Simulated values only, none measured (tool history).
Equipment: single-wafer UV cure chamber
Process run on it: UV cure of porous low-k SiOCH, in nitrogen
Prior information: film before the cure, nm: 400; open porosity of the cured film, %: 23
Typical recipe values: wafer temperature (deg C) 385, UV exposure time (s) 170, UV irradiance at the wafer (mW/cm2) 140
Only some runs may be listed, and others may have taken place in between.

run	day	wafer temperature (deg C)	UV exposure time (s)	UV irradiance at the wafer (mW/cm2)	loss of film thickness in the cure (%)
1	0.000	385	170	140	8.936
2	0.975	385	170	140	9.065
3	1.800	385	170	140	8.934
# day 2.517: quartz window cleaned
4	2.538	385	140	140	8.312
5	3.071	385	170	140	8.940
6	4.467	385	170	140	8.917
7	5.446	385	170	140	8.899
8	6.225	385	170	158	9.325
9	7.367	393	170	140	8.849
10	8.350	393	170	140	8.871
# day 9.262: quartz window cleaned
11	9.388	393	170	140	8.807
12	10.667	385	170	140	8.632
13	12.017	397	250	176	11.307
14	13.392	385	170	124	8.137
15	14.808	385	270	101	9.096
# day 15.617: quartz window cleaned
16	18.683	379	170	108	7.453
17	19.962	385	170	140	8.425
# day 20.688: UV bulbs replaced
18	21.254	369	115	124	7.941
# day 22.596: quartz window cleaned
19	22.617	385	170	153	10.682
20	22.917	402	240	140	12.244
21	23.438	385	170	140	10.336
22	24.654	385	170	140	10.238
23	25.242	379	170	108	9.192
24	26.708	372	230	140	11.284
25	27.417	376	245	124	10.930

3 options for the next run, each taken on its own from the tool as it stands now. Forecast them:
A	27.438	385	170	140	?
B	27.438	392	125	140	?
C	27.438	403	140	140	?

run	loss of film thickness in the cure (%)
A	10.110
B	9.000
C	9.615
Had the tool no hidden state, the same runs would have come out as:
run	loss of film thickness in the cure (%)
A	10.324
B	9.208
C	9.826
